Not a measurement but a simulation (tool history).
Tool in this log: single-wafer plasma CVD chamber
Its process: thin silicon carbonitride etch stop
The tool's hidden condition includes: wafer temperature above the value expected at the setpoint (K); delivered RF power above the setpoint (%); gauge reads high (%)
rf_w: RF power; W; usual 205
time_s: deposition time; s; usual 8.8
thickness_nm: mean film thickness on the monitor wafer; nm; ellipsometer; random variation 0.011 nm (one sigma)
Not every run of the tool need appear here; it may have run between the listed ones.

run   hour  rf_w  time_s  wafers since the last listed run  hours since the last thermocouple change  hours since the last RF generator calibration  hours since the showerhead was replaced  hours since the gauge calibration  read-back reference wafer on the same gauge, thickness_nm  thickness_nm
  1      0   205     8.8                                 0                                    1074.3                                         1176.2                                   3375.7                                2.2                                                      5.091         4.721
  2   61.3   205     8.8                              1185                                    1135.6                                         1237.5                                     3437                               63.5                                                      5.091         4.704
  3  121.9   205    9.57                              1171                                    1196.2                                         1298.1                                   3497.6                              124.1                                                      5.092          5.11
  4  188.4   205    9.57                              1285                                    1262.7                                         1364.6                                   3564.1                              190.6                                                      5.091         5.118
  5  239.3   205    9.57                               984                                    1313.6                                         1415.5                                     3615                              241.5                                                       5.09         5.121
  6    339   205     8.8                              1927                                    1413.3                                         1515.2                                   3714.7                              341.2                                                      5.087           4.7
  7  391.4   205     8.8                              1013                                    1465.7                                         1567.6                                   3767.1                              393.6                                                      5.089         4.696
     421.2  -- thermocouple changed; heater temperature recalibrated
  8  425.4   205     8.8                               502                                       4.2                                         1601.6                                   3801.1                              427.6                                                      5.088         4.687
     456.1  -- RF generator calibrated
  9  490.7   205    9.28                              1107                                      69.5                                           34.6                                   3866.4                              492.9                                                      5.092          5.04
     525.2  -- showerhead replaced
 10  560.9   205    9.28                              1202                                     139.7                                          104.8                                     35.7                              563.1                                                      5.086         5.017
     597.7  -- gauge calibrated
 11  629.8   175     8.2                              1332                                     208.6                                          173.7                                    104.6                               32.1                                                      5.086         4.271
 12    673   205     8.8                               835                                     251.8                                          216.9                                    147.8                               75.3                                                      5.091         4.748

Run 13 has not been measured yet. What should we expect?
 13  732.6   185     9.9                              1152                                     311.4                                          276.5                                    207.4                              134.9                                                          ?             ?

{"run 13": {"read-back reference wafer on the same gauge, thickness_nm": 5.091, "thickness_nm": 5.219}}
Minus the tool's unlogged condition, the same run would have read thickness_nm 5.25 nm.
